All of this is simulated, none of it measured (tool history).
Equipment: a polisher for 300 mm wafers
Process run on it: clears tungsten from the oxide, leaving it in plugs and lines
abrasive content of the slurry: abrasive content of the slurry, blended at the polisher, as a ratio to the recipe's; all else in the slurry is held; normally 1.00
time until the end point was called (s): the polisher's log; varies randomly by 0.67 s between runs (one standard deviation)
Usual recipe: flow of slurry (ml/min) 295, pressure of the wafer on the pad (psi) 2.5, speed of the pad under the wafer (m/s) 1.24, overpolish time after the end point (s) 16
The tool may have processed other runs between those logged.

| run | hour | flow of slurry (ml/min) | pressure of the wafer on the pad (psi) | speed of the pad under the wafer (m/s) | abrasive content of the slurry | overpolish time after the end point (s) | wafers since the last listed run | wafers polished on this pad | hours since the slurry nozzle was cleaned | hours since the head pressure was calibrated | hours since the slurry blender was calibrated | hours since the slurry got fresh peroxide | incoming thickness of the incoming film, nm | time until the end point was called (s) |
|---|---|---|---|---|---|---|---|---|---|---|---|---|---|---|
| 1 | 0.0 | 295 | 2.5 | 1.24 | 1.00 | 16 | 0 | 995 | 186.6 | 142.0 | 258.7 | 9.3 | 261.5 | 74.8 |
|  | 0.1 | slurry blender recalibrated |
|  | 8.6 | worn pad replaced by a new one |
| 2 | 30.0 | 295 | 2.5 | 1.24 | 1.00 | 16 | 257 | 212 | 216.6 | 172.0 | 29.9 | 39.3 | 256.2 | 73.3 |
| 3 | 53.7 | 295 | 2.5 | 1.24 | 1.00 | 16 | 235 | 447 | 240.3 | 195.7 | 53.6 | 63.0 | 258.9 | 74.2 |
| 4 | 81.7 | 295 | 2.5 | 1.24 | 1.00 | 16 | 277 | 725 | 268.3 | 223.7 | 81.6 | 91.0 | 260.2 | 73.9 |
|  | 113.8 | slurry tank refilled with fresh slurry and peroxide |
|  | 118.2 | worn pad replaced by a new one |
| 5 | 118.7 | 295 | 2.5 | 1.24 | 1.00 | 16 | 317 | 5 | 305.3 | 260.7 | 118.6 | 4.9 | 262.2 | 75.5 |
| 6 | 129.2 | 295 | 2.5 | 1.24 | 1.00 | 16 | 104 | 109 | 315.8 | 271.2 | 129.1 | 15.4 | 254.8 | 72.3 |
| 7 | 141.2 | 295 | 2.5 | 1.24 | 1.00 | 16 | 118 | 228 | 327.8 | 283.2 | 141.1 | 27.4 | 256.4 | 73.7 |
| 8 | 174.2 | 295 | 2.5 | 1.24 | 1.00 | 16 | 327 | 555 | 360.8 | 316.2 | 174.1 | 60.4 | 260.4 | 74.6 |
| 9 | 187.4 | 295 | 2.5 | 1.24 | 1.00 | 16 | 130 | 686 | 374.0 | 329.4 | 187.3 | 73.6 | 261.8 | 75.2 |
|  | 211.3 | head pressure recalibrated |
|  | 215.2 | slurry nozzle cleaned |
|  | 224.6 | worn pad replaced by a new one |
| 10 | 225.1 | 295 | 2.5 | 1.24 | 1.00 | 16 | 304 | 5 | 9.9 | 13.8 | 225.0 | 111.3 | 263.3 | 73.5 |
| 11 | 246.8 | 295 | 2.5 | 1.36 | 1.00 | 16 | 215 | 220 | 31.6 | 35.5 | 246.7 | 133.0 | 265.6 | 67.8 |
| 12 | 259.6 | 295 | 2.5 | 1.24 | 1.00 | 16 | 126 | 347 | 44.4 | 48.3 | 259.5 | 145.8 | 260.2 | 71.7 |
|  | 264.3 | slurry tank refilled with fresh slurry and peroxide |
| 13 | 280.9 | 295 | 2.5 | 1.24 | 1.00 | 16 | 201 | 548 | 65.7 | 69.6 | 280.8 | 16.6 | 261.5 | 72.8 |
|  | 284.0 | slurry blender recalibrated |
| 14 | 311.2 | 240 | 3.3 | 1.42 | 1.00 | 20 | 280 | 829 | 96.0 | 99.9 | 27.2 | 46.9 | 257.7 | 49.0 |
| 15 | 332.1 | 295 | 3.2 | 1.58 | 1.00 | 16 | 207 | 1036 | 116.9 | 120.8 | 48.1 | 67.8 | 260.4 | 46.4 |
|  | 339.4 | worn pad replaced by a new one |
| 16 | 352.5 | 295 | 2.5 | 1.24 | 1.00 | 16 | 162 | 129 | 137.3 | 141.2 | 68.5 | 88.2 | 260.9 | 75.3 |
| 17 | 369.0 | 295 | 2.5 | 1.24 | 1.00 | 16 | 163 | 293 | 153.8 | 157.7 | 85.0 | 104.7 | 264.3 | 75.1 |
|  | 397.1 | slurry tank refilled with fresh slurry and peroxide |
| 18 | 397.7 | 295 | 2.5 | 0.86 | 1.00 | 16 | 274 | 568 | 182.5 | 186.4 | 113.7 | 0.6 | 259.5 | 102.8 |
| 19 | 426.9 | 295 | 2.5 | 1.24 | 1.00 | 16 | 289 | 857 | 211.7 | 215.6 | 142.9 | 29.8 | 261.7 | 74.8 |
| 20 | 446.7 | 295 | 2.5 | 1.24 | 0.90 | 16 | 196 | 1053 | 231.5 | 235.4 | 162.7 | 49.6 | 256.4 | 74.9 |
|  | 460.9 | worn pad replaced by a new one |
| 21 | 474.1 | 390 | 2.5 | 1.48 | 1.00 | 21 | 232 | 130 | 258.9 | 262.8 | 190.1 | 77.0 | 261.2 | 61.8 |
| 22 | 508.8 | 325 | 2.5 | 1.24 | 1.00 | 21 | 344 | 474 | 293.6 | 297.5 | 224.8 | 111.7 | 261.2 | 74.7 |
|  | 531.9 | slurry tank refilled with fresh slurry and peroxide |
| 23 | 536.7 | 200 | 2.5 | 1.42 | 1.00 | 10 | 266 | 741 | 321.5 | 325.4 | 252.7 | 4.8 | 259.6 | 68.2 |

Subtracting, for every run, the result it would have given without the tool's unlogged condition from the measured result gives the following. The same run-to-run variation enters both numbers; the gauge's scatter may not:
Hidden state present: removal rate lost through wear of the pad, %; slurry flow missing at the pad, %; deviation of the head's pressure from its setpoint, %; abrasive missing from the slurry, %; peroxide lost from the slurry, %.
| run | time until the end point was called (s) |
|---|---|
| 1 | +2.3 |
| 2 | +2.4 |
| 3 | +2.5 |
| 4 | +2.6 |
| 5 | +2.8 |
| 6 | +2.8 |
| 7 | +2.9 |
| 8 | +3.0 |
| 9 | +3.0 |
| 10 | +0.2 |
| 11 | +0.6 |
| 12 | +0.8 |
| 13 | +1.2 |
| 14 | +1.1 |
| 15 | +1.2 |
| 16 | +2.0 |
| 17 | +2.2 |
| 18 | +3.2 |
| 19 | +2.5 |
| 20 | +2.6 |
| 21 | +2.2 |
| 22 | +2.8 |
| 23 | +2.5 |
